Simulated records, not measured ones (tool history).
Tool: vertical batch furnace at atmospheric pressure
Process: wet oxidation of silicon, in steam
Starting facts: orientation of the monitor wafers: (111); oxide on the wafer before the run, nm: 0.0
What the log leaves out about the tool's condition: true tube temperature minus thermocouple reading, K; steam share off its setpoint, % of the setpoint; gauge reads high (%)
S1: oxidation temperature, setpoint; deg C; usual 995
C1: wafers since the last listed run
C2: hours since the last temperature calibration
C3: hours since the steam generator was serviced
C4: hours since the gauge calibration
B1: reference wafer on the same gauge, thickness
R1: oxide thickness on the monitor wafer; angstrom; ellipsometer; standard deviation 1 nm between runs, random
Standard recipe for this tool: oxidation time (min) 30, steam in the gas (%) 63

Run 1, day 0: usual settings; C1 0; C2 1040.2; C3 2100.3; C4 495; B1 252.06. Result: R1 2154.8 angstrom.
Run 2, day 1.525: usual settings; C1 394; C2 1076.8; C3 2136.9; C4 531.6; B1 251.89. Result: R1 2180.8 angstrom.
At day 2.983: gauge calibrated.
Run 3, day 4.133: usual settings; C1 675; C2 1139.4; C3 2199.5; C4 27.6; B1 252.23. Result: R1 2159.9 angstrom.
Run 4, day 6.258: usual settings; C1 550; C2 1190.4; C3 2250.5; C4 78.6; B1 252.17. Result: R1 2155 angstrom.
Run 5, day 8.029: usual settings; C1 458; C2 1232.9; C3 2293; C4 121.1; B1 252.11. Result: R1 2154.1 angstrom.
Run 6, day 10.625: usual settings; C1 672; C2 1295.2; C3 2355.3; C4 183.4; B1 252.01. Result: R1 2147.9 angstrom.
Run 7, day 12.342: usual settings; C1 444; C2 1336.4; C3 2396.5; C4 224.6; B1 251.73. Result: R1 2140.4 angstrom.
Run 8, day 15.267: usual settings but S1 981 deg C; C1 757; C2 1406.6; C3 2466.7; C4 294.8; B1 252.1. Result: R1 1905.5 angstrom.
Run 9, day 17.95: usual settings but S1 981 deg C; C1 695; C2 1471; C3 2531.1; C4 359.2; B1 252.16. Result: R1 1903.8 angstrom.
Run 10, day 20.888: usual settings but oxidation time (min) 23.5, steam in the gas (%) 66; C1 760; C2 1541.5; C3 2601.6; C4 429.7; B1 251.96. Result: R1 1848.5 angstrom.
At day 23.375: steam generator serviced.
Run 11, day 23.396: usual settings; C1 390; C2 1601.7; C3 0.5; C4 489.9; B1 252.03. Result: R1 2255.8 angstrom.
Run 12, day 24.092: usual settings; C1 180; C2 1618.4; C3 17.2; C4 506.6; B1 251.98. Result: R1 2246.6 angstrom.
Run 13, day 26.096: usual settings; C1 519; C2 1666.5; C3 65.3; C4 554.7; B1 251.95. Result: R1 2268.4 angstrom.
At day 27.129: gauge calibrated.
Run 14, day 27.85: usual settings but oxidation time (min) 42.5; C1 454; C2 1708.6; C3 107.4; C4 17.3; B1 252.17. Result: R1 2885.9 angstrom.
At day 29.754: thermocouples replaced and temperature profile calibrated.
Run 15, day 30.475: usual settings but S1 973 deg C, oxidation time (min) 21.5, steam in the gas (%) 59; C1 420; C2 17.3; C3 170.4; C4 80.3; B1 252.13. Result: R1 1383.2 angstrom.
Run 16, day 32.162: usual settings but S1 986 deg C; C1 437; C2 57.8; C3 210.9; C4 120.8; B1 251.94. Result: R1 2096.9 angstrom.
Run 17, day 33.725: usual settings but oxidation time (min) 15; C1 404; C2 95.3; C3 248.4; C4 158.3; B1 251.9. Result: R1 1358.3 angstrom.
Run 18, day 35.946: usual settings; C1 575; C2 148.6; C3 301.7; C4 211.6; B1 252.1. Result: R1 2236.5 angstrom.
Run 19, day 37.275: usual settings but oxidation time (min) 39.5, steam in the gas (%) 66; C1 344; C2 180.5; C3 333.6; C4 243.5; B1 252.14. Result: R1 2808.6 angstrom.
Run 20, day 38.7: usual settings but S1 986 deg C, steam in the gas (%) 73; C1 369; C2 214.7; C3 367.8; C4 277.7; B1 252.19. Result: R1 2319.1 angstrom.
Run 21, day 41.417: usual settings but S1 983 deg C, oxidation time (min) 25.5, steam in the gas (%) 58; C1 703; C2 279.9; C3 433; C4 342.9; B1 251.83. Result: R1 1701.7 angstrom.

Give the tool's hidden conditions for every run:
true tube temperature minus thermocouple reading, K: 0 on each run
gauge reads high (%): 0 on each run
H1: steam share off its setpoint, % of the setpoint
run      H1
  1   -5.46
  2   -5.64
  3   -5.97
  4   -6.24
  5   -6.47
  6   -6.82
  7   -7.06
  8   -7.47
  9   -7.85
 10   -8.29
 11  -0.594
 12  -0.595
 13  -0.599
 14  -0.608
 15  -0.629
 16  -0.648
 17  -0.668
 18  -0.704
 19  -0.728
 20  -0.757
 21   -0.82
